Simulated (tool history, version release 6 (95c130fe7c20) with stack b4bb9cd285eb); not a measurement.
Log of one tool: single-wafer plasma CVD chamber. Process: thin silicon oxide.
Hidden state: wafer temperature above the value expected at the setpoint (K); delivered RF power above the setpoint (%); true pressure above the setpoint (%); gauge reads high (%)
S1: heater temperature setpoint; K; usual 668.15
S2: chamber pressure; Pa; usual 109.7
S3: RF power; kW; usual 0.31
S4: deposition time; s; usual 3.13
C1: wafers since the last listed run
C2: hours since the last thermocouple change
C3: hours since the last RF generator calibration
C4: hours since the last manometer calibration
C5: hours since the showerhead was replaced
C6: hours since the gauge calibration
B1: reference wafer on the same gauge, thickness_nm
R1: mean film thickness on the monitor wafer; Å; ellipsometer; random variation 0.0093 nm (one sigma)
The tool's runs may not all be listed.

run,day,S1,S2,S3,S4,C1,C2,C3,C4,C5,C6,B1,R1
1,0,663.15,109.7,0.295,3.13,0,2549.8,1289.4,2539.8,8447.9,260.5,6.32,60.75
2,0.512,668.15,116.5,0.31,3.13,287,2562.1,1301.7,2552.1,8460.2,272.8,6.321,63.11
3,0.921,668.15,109.7,0.31,3.13,228,2571.9,1311.5,2561.9,8470,282.6,6.32,61.3
4,1.371,668.15,109.7,0.31,3.13,252,2582.7,1322.3,2572.7,8480.8,293.4,6.32,61.16
5,1.721,668.15,109.7,0.31,3.13,196,2591.1,1330.7,2581.1,8489.2,301.8,6.322,61.23
6,2.354,668.15,109.7,0.355,3.49,354,2606.3,1345.9,2596.3,8504.4,317,6.321,70.49
7,3.021,668.15,109.7,0.31,3.13,373,2622.3,1361.9,2612.3,8520.4,333,6.322,61.27
8,3.375,668.15,109.7,0.35,3.13,198,2630.8,1370.4,2620.8,8528.9,341.5,6.319,62.98
9,3.712,668.15,109.7,0.31,3.13,189,2638.9,1378.5,2628.9,8537,349.6,6.322,61.05
10,4.071,668.15,109.7,0.31,3.13,200,2647.5,1387.1,2637.5,8545.6,358.2,6.319,61.12
11,5.988,668.15,109.7,0.31,3.13,1073,2693.5,1433.1,2683.5,8591.6,404.2,6.32,61.01
12,6.379,663.15,109.7,0.31,3.13,219,2702.9,1442.5,2692.9,8601,413.6,6.32,61.14
13,6.975,663.15,109.7,0.31,3.13,333,2717.2,1456.8,2707.2,8615.3,427.9,6.319,61.31
14,7.654,668.15,109.7,0.31,3.13,380,2733.5,1473.1,2723.5,8631.6,444.2,6.321,60.99
# day 7.883: gauge calibrated
15,8.317,654.15,128.8,0.31,3.57,371,2749.4,1489,2739.4,8647.5,10.4,6.322,75.53
16,8.808,668.15,109.7,0.31,3.13,275,2761.2,1500.8,2751.2,8659.3,22.2,6.319,60.79
# day 9.654: capacitance manometer re-zeroed and calibrated
17,9.675,680.15,122,0.275,2.68,298,2782,1521.6,0.5,8680.1,43,6.319,52.83
18,9.688,674.15,109.7,0.285,2.64,7,2782.3,1521.9,0.8,8680.4,43.3,6.319,50.18
19,10.3,653.15,98.1,0.35,3.39,343,2797,1536.6,15.5,8695.1,58,6.32,64.79
20,10.588,660.15,109.7,0.26,2.86,161,2803.9,1543.5,22.4,8702,64.9,6.319,53.64
# day 11.725: thermocouple changed; heater temperature recalibrated
21,12.775,668.15,109.7,0.285,3.13,1038,25.2,1596,74.9,8754.5,117.4,6.321,59.55
# day 13.204: showerhead replaced
# day 13.392: RF generator calibrated
22,13.454,668.15,109.7,0.31,3.13,87,41.5,1.5,91.2,6,133.7,6.32,61.99
23,13.896,668.15,109.7,0.31,3.13,247,52.1,12.1,101.8,16.6,144.3,6.32,61.99
24,14.604,668.15,109.7,0.355,3.13,396,69.1,29.1,118.8,33.6,161.3,6.32,64.26
25,15.117,654.15,90.8,0.275,2.64,287,81.4,41.4,131.1,45.9,173.6,6.32,46.77
26,15.396,668.15,109.7,0.28,3.13,156,88.1,48.1,137.8,52.6,180.3,6.32,60.42
27,15.679,668.15,109.7,0.31,3.54,158,94.9,54.9,144.6,59.4,187.1,6.322,70.07
28,16.083,668.15,134,0.28,3.13,226,104.6,64.6,154.3,69.1,196.8,6.323,66.61
29,16.367,668.15,109.7,0.31,3.13,158,111.4,71.4,161.1,75.9,203.6,6.318,62.04
30,17.092,654.15,109.7,0.31,3.67,406,128.8,88.8,178.5,93.3,221,6.321,73.28

What the log doesn't show, run by run:
wafer temperature above the value expected at the setpoint (K): 0 in every run
true pressure above the setpoint (%): 0 in every run
gauge reads high (%): 0 in every run
H1: delivered RF power above the setpoint (%)
run,H1
1,-6.29
2,-6.4
3,-6.49
4,-6.59
5,-6.67
6,-6.81
7,-6.96
8,-7.04
9,-7.11
10,-7.19
11,-7.64
12,-7.73
13,-7.88
14,-8.04
15,-8.2
16,-8.32
17,-8.54
18,-8.54
19,-8.7
20,-8.77
21,-9.34
22,-1.17
23,-1.17
24,-1.17
25,-1.17
26,-1.18
27,-1.18
28,-1.18
29,-1.19
30,-1.2
